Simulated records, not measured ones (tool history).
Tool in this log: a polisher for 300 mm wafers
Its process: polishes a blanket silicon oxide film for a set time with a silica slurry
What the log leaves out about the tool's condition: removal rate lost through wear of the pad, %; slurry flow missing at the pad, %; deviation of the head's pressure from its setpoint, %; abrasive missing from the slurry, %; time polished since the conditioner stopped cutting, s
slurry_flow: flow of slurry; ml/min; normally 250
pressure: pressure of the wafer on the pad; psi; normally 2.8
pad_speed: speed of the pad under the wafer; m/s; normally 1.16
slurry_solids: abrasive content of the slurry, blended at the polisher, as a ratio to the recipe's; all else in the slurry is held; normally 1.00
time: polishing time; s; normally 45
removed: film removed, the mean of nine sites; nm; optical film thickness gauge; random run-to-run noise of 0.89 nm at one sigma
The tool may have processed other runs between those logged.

run,hour,slurry_flow,pressure,pad_speed,slurry_solids,time,wafers since the last listed run,wafers polished on this pad,hours since the slurry nozzle was cleaned,hours since the head pressure was calibrated,hours since the slurry blender was calibrated,hours since the conditioning disc was replaced,"incoming thickness of the incoming film, nm",removed
1,0.0,275,2.8,1.16,1.00,45,0,8901,394.9,32.9,275.6,233.1,1400.6,92.6
# hour 44.7: worn pad replaced by a new one
2,71.5,250,2.8,1.16,1.00,45,1151,457,466.4,104.4,347.1,304.6,1418.9,95.5
3,115.8,250,2.8,1.16,1.00,45,755,1212,510.7,148.7,391.4,348.9,1411.7,94.3
# hour 199.6: slurry nozzle cleaned
4,214.8,325,2.8,1.16,1.00,45,1671,2884,15.2,247.7,490.4,447.9,1417.8,97.9
# hour 322.1: conditioning disc replaced and pad reconditioned
# hour 374.1: slurry blender recalibrated
5,384.5,250,2.8,1.16,1.00,45,2826,5710,184.9,417.4,10.4,62.4,1409.2,96.3
6,434.5,250,2.1,1.34,1.00,45,852,6563,234.9,467.4,60.4,112.4,1402.7,82.5
# hour 496.6: head pressure recalibrated
7,542.1,250,2.8,1.16,1.20,45,1801,8364,342.5,45.5,168.0,220.0,1420.5,101.0
# hour 561.1: worn pad replaced by a new one
8,579.3,175,2.8,1.04,1.15,45,566,310,379.7,82.7,205.2,257.2,1399.7,86.3
9,632.3,290,2.8,1.44,1.00,45,903,1214,432.7,135.7,258.2,310.2,1404.9,110.9
10,733.5,250,2.8,1.16,1.00,45,1726,2940,533.9,236.9,359.4,411.4,1412.7,93.7
11,783.2,250,2.8,1.48,1.15,45,847,3788,583.6,286.6,409.1,461.1,1443.8,123.8
# hour 788.9: slurry nozzle cleaned
12,831.0,250,2.8,0.86,1.20,45,798,4586,42.1,334.4,456.9,508.9,1418.4,83.2
13,880.4,250,2.8,1.16,1.00,53,842,5429,91.5,383.8,506.3,558.3,1438.4,112.4
# hour 906.1: conditioning disc replaced and pad reconditioned
# hour 917.4: slurry blender recalibrated
14,924.6,315,2.8,1.16,1.25,45,685,6115,135.7,428.0,7.2,18.5,1403.0,112.7
15,1006.1,275,2.8,1.16,1.00,45,1390,7505,217.2,509.5,88.7,100.0,1409.3,97.0
# hour 1122.8: worn pad replaced by a new one
# hour 1160.7: head pressure recalibrated
16,1195.0,300,2.8,1.16,1.00,50,3119,1198,406.1,34.3,277.6,288.9,1414.8,102.7
17,1252.6,250,2.8,1.16,1.00,45,982,2180,463.7,91.9,335.2,346.5,1421.4,89.4
18,1354.6,215,3.2,1.16,1.00,45,1739,3920,565.7,193.9,437.2,448.5,1389.5,104.1
# hour 1395.4: slurry nozzle cleaned
19,1444.9,250,2.8,0.78,1.00,45,1523,5443,49.5,284.2,527.5,538.8,1444.3,67.1
# hour 1505.2: conditioning disc replaced and pad reconditioned
20,1534.1,250,2.8,1.16,1.00,35,1487,6930,138.7,373.4,616.7,28.9,1435.9,73.7

Run 21, settings as shown, results not yet in. Your forecast:
# hour 1598.9: slurry blender recalibrated
21,1614.2,250,2.8,1.16,1.00,45,1332,8262,218.8,453.5,15.3,109.0,1422.8,?

removed: 95.4 nm
On a tool with no hidden condition, and with the same random variation, this run would have come out at removed 90.5 nm.
